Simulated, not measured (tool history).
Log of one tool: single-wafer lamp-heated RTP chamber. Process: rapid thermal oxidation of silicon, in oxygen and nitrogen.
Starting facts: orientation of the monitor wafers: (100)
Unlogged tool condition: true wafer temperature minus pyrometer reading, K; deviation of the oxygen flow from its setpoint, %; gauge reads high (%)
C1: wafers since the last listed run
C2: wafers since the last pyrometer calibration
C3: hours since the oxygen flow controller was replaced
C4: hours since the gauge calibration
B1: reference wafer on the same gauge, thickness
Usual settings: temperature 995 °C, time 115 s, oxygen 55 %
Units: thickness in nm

Run 1, hour 0.0: usual settings but temperature 972 °C; C1 0; C2 1328; C3 4218.4; C4 724.0; B1 6.020. Result: thickness 4.700 nm.
Run 2, hour 49.1: usual settings but temperature 972 °C; C1 570; C2 1898; C3 4267.5; C4 773.1; B1 6.018. Result: thickness 4.702 nm.
Run 3, hour 95.8: usual settings but time 87 s; C1 542; C2 2441; C3 4314.2; C4 819.8; B1 6.022. Result: thickness 4.945 nm.
Run 4, hour 149.1: usual settings but oxygen 42 %; C1 618; C2 3060; C3 4367.5; C4 873.1; B1 6.020. Result: thickness 5.103 nm.
Run 5, hour 195.6: usual settings but time 134 s; C1 540; C2 3600; C3 4414.0; C4 919.6; B1 6.021. Result: thickness 6.000 nm.
Run 6, hour 240.5: usual settings but time 134 s; C1 521; C2 4121; C3 4458.9; C4 964.5; B1 6.023. Result: thickness 6.016 nm.
Run 7, hour 404.4: usual settings; C1 1903; C2 6025; C3 4622.8; C4 1128.4; B1 6.024. Result: thickness 5.644 nm.
Run 8, hour 429.8: usual settings; C1 294; C2 6320; C3 4648.2; C4 1153.8; B1 6.020. Result: thickness 5.652 nm.
Run 9, hour 495.7: usual settings; C1 765; C2 7085; C3 4714.1; C4 1219.7; B1 6.021. Result: thickness 5.642 nm.
Run 10, hour 525.0: usual settings; C1 340; C2 7425; C3 4743.4; C4 1249.0; B1 6.019. Result: thickness 5.636 nm.
At hour 562.0: oxygen flow controller replaced.
Run 11, hour 563.3: usual settings; C1 351; C2 7777; C3 1.3; C4 1287.3; B1 6.021. Result: thickness 5.646 nm.
Run 12, hour 610.3: usual settings; C1 545; C2 8323; C3 48.3; C4 1334.3; B1 6.018. Result: thickness 5.631 nm.
At hour 623.6: pyrometer window cleaned and pyrometer calibrated.
Run 13, hour 638.3: usual settings; C1 232; C2 171; C3 76.3; C4 1362.3; B1 6.020. Result: thickness 5.528 nm.
Run 14, hour 699.2: usual settings; C1 707; C2 878; C3 137.2; C4 1423.2; B1 6.019. Result: thickness 5.574 nm.
Run 15, hour 761.0: usual settings but temperature 1021 °C, time 167 s, oxygen 38 %; C1 717; C2 1596; C3 199.0; C4 1485.0; B1 6.022. Result: thickness 6.984 nm.
Run 16, hour 790.8: usual settings but time 136 s, oxygen 78 %; C1 346; C2 1942; C3 228.8; C4 1514.8; B1 6.021. Result: thickness 6.834 nm.
Run 17, hour 844.3: usual settings but temperature 1021 °C; C1 621; C2 2563; C3 282.3; C4 1568.3; B1 6.019. Result: thickness 6.766 nm.
Run 18, hour 903.2: usual settings; C1 684; C2 3247; C3 341.2; C4 1627.2; B1 6.021. Result: thickness 5.613 nm.
Run 19, hour 965.8: usual settings but temperature 972 °C; C1 727; C2 3974; C3 403.8; C4 1689.8; B1 6.018. Result: thickness 4.757 nm.
Run 20, hour 1176.8: usual settings but temperature 1005 °C, time 161 s, oxygen 34 %; C1 2450; C2 6424; C3 614.8; C4 1900.8; B1 6.020. Result: thickness 5.969 nm.
At hour 1378.8: gauge calibrated.
At hour 1379.0: pyrometer window cleaned and pyrometer calibrated.
Run 21, hour 1379.5: usual settings but temperature 978 °C, time 99 s, oxygen 44 %; C1 2261; C2 5; C3 817.5; C4 0.7; B1 6.021. Result: thickness 4.261 nm.
Run 22, hour 1413.6: usual settings but temperature 972 °C, time 91 s, oxygen 63 %; C1 396; C2 401; C3 851.6; C4 34.8; B1 6.024. Result: thickness 4.438 nm.
Run 23, hour 1481.4: usual settings but time 80 s; C1 787; C2 1189; C3 919.4; C4 102.6; B1 6.020. Result: thickness 4.750 nm.
Run 24, hour 1522.0: usual settings but temperature 975 °C; C1 471; C2 1660; C3 960.0; C4 143.2; B1 6.022. Result: thickness 4.827 nm.
Run 25, hour 1561.8: usual settings but oxygen 30 %; C1 462; C2 2123; C3 999.8; C4 183.0; B1 6.020. Result: thickness 4.546 nm.
Run 26, hour 1587.9: usual settings but temperature 979 °C, time 100 s; C1 303; C2 2426; C3 1025.9; C4 209.1; B1 6.019. Result: thickness 4.679 nm.
Run 27, hour 1630.5: usual settings but temperature 981 °C, time 83 s, oxygen 47 %; C1 494; C2 2920; C3 1068.5; C4 251.7; B1 6.020. Result: thickness 4.179 nm.
Run 28, hour 1690.5: usual settings but temperature 1018 °C, time 71 s; C1 696; C2 3617; C3 1128.5; C4 311.7; B1 6.023. Result: thickness 5.376 nm.
Run 29, hour 1740.0: usual settings but temperature 979 °C, time 100 s; C1 574; C2 4192; C3 1178.0; C4 361.2; B1 6.021. Result: thickness 4.706 nm.

3 options for the next run, each taken on its own from the tool as it stands now. Forecast them:
Run A, hour 1740.4: usual settings; C1 4; C2 4197; C3 1178.4; C4 361.6; B1 ?. Result: thickness ?.
Run B, hour 1740.4: usual settings but temperature 1003 °C, oxygen 31 %; C1 4; C2 4197; C3 1178.4; C4 361.6; B1 ?. Result: thickness ?.
Run C, hour 1740.4: usual settings but oxygen 63 %; C1 4; C2 4197; C3 1178.4; C4 361.6; B1 ?. Result: thickness ?.

run     B1  thickness
  A  6.019      5.635
  B  6.019      4.898
  C  6.019      5.909
Without the tool's unlogged condition, the same runs would have read:
run  thickness
  A      5.502
  B      4.788
  C      5.769
